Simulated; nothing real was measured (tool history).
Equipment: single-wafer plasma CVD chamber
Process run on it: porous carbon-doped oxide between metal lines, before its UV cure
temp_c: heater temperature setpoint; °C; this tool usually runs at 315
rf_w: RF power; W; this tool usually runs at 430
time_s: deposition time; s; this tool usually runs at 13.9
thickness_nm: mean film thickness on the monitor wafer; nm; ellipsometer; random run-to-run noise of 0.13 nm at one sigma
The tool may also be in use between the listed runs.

run	hour	temp_c	rf_w	time_s	wafers since the last listed run	hours since the last thermocouple change	hours since the last RF generator calibration	hours since the showerhead was replaced	hours since the gauge calibration	read-back reference wafer on the same gauge, thickness_nm	thickness_nm
1	0	315	430	13.9	0	860.8	802.1	7972.9	379.7	61.846	57.164
2	20.1	315	430	13.9	444	880.9	822.2	7993	399.8	61.745	57.034
3	48	315	430	13.9	616	908.8	850.1	8020.9	427.7	61.871	57.301
4	79.3	315	430	13.9	691	940.1	881.4	8052.2	459	61.853	57.022
5	92.5	315	430	13.9	291	953.3	894.6	8065.4	472.2	61.866	57.114
6	123.8	315	395	13.9	691	984.6	925.9	8096.7	503.5	61.907	53.921
7	157.8	315	395	13.9	751	1018.6	959.9	8130.7	537.5	62.046	53.828
8	221.8	315	395	13.9	1413	1082.6	1023.9	8194.7	601.5	62.143	54.181
# hour 250.7: showerhead replaced
9	256.9	315	410	13.9	598	1117.7	1059	6.2	636.6	62.253	55.467
10	279.2	315	410	13.9	492	1140	1081.3	28.5	658.9	62.171	55.589
11	302.4	315	430	13.9	512	1163.2	1104.5	51.7	682.1	62.283	57.84
12	315.3	315	430	13.9	284	1176.1	1117.4	64.6	695	62.458	57.565
13	338.3	315	410	14.9	508	1199.1	1140.4	87.6	718	62.38	59.488
14	352.8	315	410	14.9	320	1213.6	1154.9	102.1	732.5	62.494	59.707
15	372.9	307	500	15.2	444	1233.7	1175	122.2	752.6	62.559	72.994
16	392	315	380	13.9	421	1252.8	1194.1	141.3	771.7	62.496	52.885
# hour 463.3: gauge calibrated
17	495.4	315	465	13.9	2284	1356.2	1297.5	244.7	32.1	61.648	60.469
18	521.1	315	430	13.9	567	1381.9	1323.2	270.4	57.8	61.577	56.927
19	541.5	315	375	13.9	450	1402.3	1343.6	290.8	78.2	61.617	51.627
20	571.2	328	430	13.9	656	1432	1373.3	320.5	107.9	61.605	53.047
# hour 580.3: thermocouple changed; heater temperature recalibrated
21	591.8	315	430	13.9	278	11.5	1393.9	341.1	128.5	61.668	56.963
# hour 600.4: RF generator calibrated
22	604.5	315	345	13.9	103	24.2	4.1	353.8	141.2	61.567	48.357
23	626.3	322	430	12.3	481	46	25.9	375.6	163	61.634	48.72
24	638.4	315	430	13.9	267	58.1	38	387.7	175.1	61.65	56.944
25	663.4	315	430	13.9	552	83.1	63	412.7	200.1	61.637	57.113
26	686.7	315	430	13.9	514	106.4	86.3	436	223.4	61.638	57.117

For run 27, what comes out?
27	707.3	321	400	12.7	455	127	106.9	456.6	244	?	?

Run 27 produced read-back reference wafer on the same gauge, thickness_nm 61.663, thickness_nm 47.936 nm.
If the tool had no hidden condition, the same run with the same run-to-run variation would have returned thickness_nm 47.862 nm.
